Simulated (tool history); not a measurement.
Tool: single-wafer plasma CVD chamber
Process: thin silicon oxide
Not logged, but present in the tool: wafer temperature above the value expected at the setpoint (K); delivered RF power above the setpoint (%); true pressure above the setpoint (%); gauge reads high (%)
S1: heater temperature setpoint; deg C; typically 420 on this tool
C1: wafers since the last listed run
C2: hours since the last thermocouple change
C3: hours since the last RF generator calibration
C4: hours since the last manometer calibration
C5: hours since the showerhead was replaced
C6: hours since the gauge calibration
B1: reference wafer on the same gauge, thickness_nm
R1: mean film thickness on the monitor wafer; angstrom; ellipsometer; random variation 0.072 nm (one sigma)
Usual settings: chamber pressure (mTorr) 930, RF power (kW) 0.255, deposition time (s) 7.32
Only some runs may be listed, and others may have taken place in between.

Run 1, day 0.000: usual settings but deposition time (s) 6.83; C1 0; C2 78.5; C3 408.3; C4 1959.0; C5 3180.1; C6 258.7; B1 13.195. Result: R1 148.93 angstrom.
Run 2, day 2.400: usual settings; C1 3467; C2 136.1; C3 465.9; C4 2016.6; C5 3237.7; C6 316.3; B1 13.206. Result: R1 160.16 angstrom.
Run 3, day 3.988: usual settings but S1 431 deg C, chamber pressure (mTorr) 1042; C1 2293; C2 174.2; C3 504.0; C4 2054.7; C5 3275.8; C6 354.4; B1 13.217. Result: R1 173.33 angstrom.
Run 4, day 8.158: usual settings; C1 6025; C2 274.3; C3 604.1; C4 2154.8; C5 3375.9; C6 454.5; B1 13.194. Result: R1 158.50 angstrom.
Run 5, day 12.362: usual settings; C1 6073; C2 375.2; C3 705.0; C4 2255.7; C5 3476.8; C6 555.4; B1 13.199. Result: R1 157.55 angstrom.
At day 14.704: capacitance manometer re-zeroed and calibrated.
Run 6, day 15.500: usual settings; C1 4051; C2 450.5; C3 780.3; C4 19.1; C5 3552.1; C6 630.7; B1 13.208. Result: R1 158.12 angstrom.
Run 7, day 19.279: usual settings; C1 5459; C2 541.2; C3 871.0; C4 109.8; C5 3642.8; C6 721.4; B1 13.202. Result: R1 157.69 angstrom.

Run 8 is up next; what results do you expect?
Run 8, day 21.000: usual settings; C1 2486; C2 582.5; C3 912.3; C4 151.1; C5 3684.1; C6 762.7; B1 ?. Result: R1 ?.

{"run 8": {"B1": 13.211, "R1": 157.59}}
If the tool had no hidden condition, the same run with the same run-to-run variation would have returned R1 163.66 angstrom.

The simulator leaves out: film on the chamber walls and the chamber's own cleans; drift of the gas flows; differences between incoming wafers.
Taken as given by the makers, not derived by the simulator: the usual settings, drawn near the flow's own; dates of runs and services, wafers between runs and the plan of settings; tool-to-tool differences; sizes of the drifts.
